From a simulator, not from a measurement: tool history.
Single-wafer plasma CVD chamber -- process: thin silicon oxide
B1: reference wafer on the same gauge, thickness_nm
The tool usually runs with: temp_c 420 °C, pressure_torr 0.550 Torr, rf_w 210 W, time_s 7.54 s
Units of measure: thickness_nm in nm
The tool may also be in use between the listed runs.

run 1 day=0.000 | temp_c=409 pressure_torr=0.550 rf_w=210 time_s=7.54 | B1=9.095 | thickness_nm=7.928
run 2 day=1.575 | temp_c=409 pressure_torr=0.550 rf_w=210 time_s=7.54 | B1=9.084 | thickness_nm=7.940
run 3 day=3.000 | temp_c=409 pressure_torr=0.550 rf_w=210 time_s=7.54 | B1=9.096 | thickness_nm=7.922
run 4 day=4.312 | temp_c=420 pressure_torr=0.471 rf_w=210 time_s=7.54 | B1=9.086 | thickness_nm=6.983
run 5 day=7.262 | temp_c=420 pressure_torr=0.550 rf_w=210 time_s=7.54 | B1=9.090 | thickness_nm=7.881
run 6 day=9.658 | temp_c=420 pressure_torr=0.550 rf_w=210 time_s=6.78 | B1=9.091 | thickness_nm=7.067
run 7 day=10.688 | temp_c=420 pressure_torr=0.550 rf_w=210 time_s=6.78 | B1=9.091 | thickness_nm=7.068
run 8 day=13.088 | temp_c=420 pressure_torr=0.550 rf_w=210 time_s=7.54 | B1=9.098 | thickness_nm=7.853
run 9 day=14.158 | temp_c=420 pressure_torr=0.550 rf_w=210 time_s=7.54 | B1=9.087 | thickness_nm=7.854
run 10 day=16.204 | temp_c=420 pressure_torr=0.550 rf_w=210 time_s=7.54 | B1=9.090 | thickness_nm=7.850
run 11 day=17.254 | temp_c=420 pressure_torr=0.550 rf_w=210 time_s=7.54 | B1=9.091 | thickness_nm=7.868
run 12 day=18.421 | temp_c=420 pressure_torr=0.550 rf_w=210 time_s=7.54 | B1=9.089 | thickness_nm=7.847
run 13 day=20.258 | temp_c=433 pressure_torr=0.419 rf_w=210 time_s=7.54 | B1=9.085 | thickness_nm=6.335
run 14 day=21.408 | temp_c=420 pressure_torr=0.550 rf_w=210 time_s=6.07 | B1=9.094 | thickness_nm=6.293
run 15 day=23.542 | temp_c=420 pressure_torr=0.550 rf_w=210 time_s=7.54 | B1=9.091 | thickness_nm=7.855
run 16 day=24.654 | temp_c=420 pressure_torr=0.550 rf_w=190 time_s=7.54 | B1=9.090 | thickness_nm=7.408
run 17 day=26.854 | temp_c=411 pressure_torr=0.550 rf_w=210 time_s=6.97 | B1=9.086 | thickness_nm=7.299
run 18 day=28.308 | temp_c=420 pressure_torr=0.550 rf_w=195 time_s=7.54 | B1=9.089 | thickness_nm=7.961
run 19 day=30.800 | temp_c=409 pressure_torr=0.641 rf_w=210 time_s=8.44 | B1=9.093 | thickness_nm=10.498
run 20 day=32.308 | temp_c=435 pressure_torr=0.421 rf_w=210 time_s=7.54 | B1=9.088 | thickness_nm=6.689
run 21 day=33.554 | temp_c=420 pressure_torr=0.550 rf_w=210 time_s=7.54 | B1=9.090 | thickness_nm=8.262
run 22 day=34.967 | temp_c=424 pressure_torr=0.666 rf_w=210 time_s=8.34 | B1=9.090 | thickness_nm=10.532
run 23 day=36.508 | temp_c=420 pressure_torr=0.550 rf_w=210 time_s=8.64 | B1=9.090 | thickness_nm=9.386
run 24 day=38.179 | temp_c=424 pressure_torr=0.550 rf_w=240 time_s=7.54 | B1=9.093 | thickness_nm=8.727
run 25 day=40.775 | temp_c=420 pressure_torr=0.550 rf_w=210 time_s=7.54 | B1=9.098 | thickness_nm=8.152

Taken out of this log: 5 entries between the listed runs. Where each belongs, and how the hidden state differs across it:
After run 9, before run 10: showerhead replaced (day 15.133)
  true pressure above the setpoint (%): -6.89 -> -6.91
  measured value less the no-hidden-state value, thickness_nm: -0.440 -> -0.442 nm
After run 11, before run 12: RF generator calibrated (day 18.275)
  true pressure above the setpoint (%): -6.93 -> -6.94
  measured value less the no-hidden-state value, thickness_nm: -0.443 -> -0.444 nm
After run 12, before run 13: gauge calibrated (day 18.508)
  true pressure above the setpoint (%): -6.94 -> -6.97
  measured value less the no-hidden-state value, thickness_nm: -0.444 -> -0.389 nm
After run 15, before run 16: thermocouple changed; heater temperature recalibrated (day 24.192)
  true pressure above the setpoint (%): -7 -> -7.02
  measured value less the no-hidden-state value, thickness_nm: -0.448 -> -0.423 nm
After run 17, before run 18: capacitance manometer re-zeroed and calibrated (day 27.771)
  true pressure above the setpoint (%): -7.04 -> -0.118
  measured value less the no-hidden-state value, thickness_nm: -0.418 -> -0.008 nm
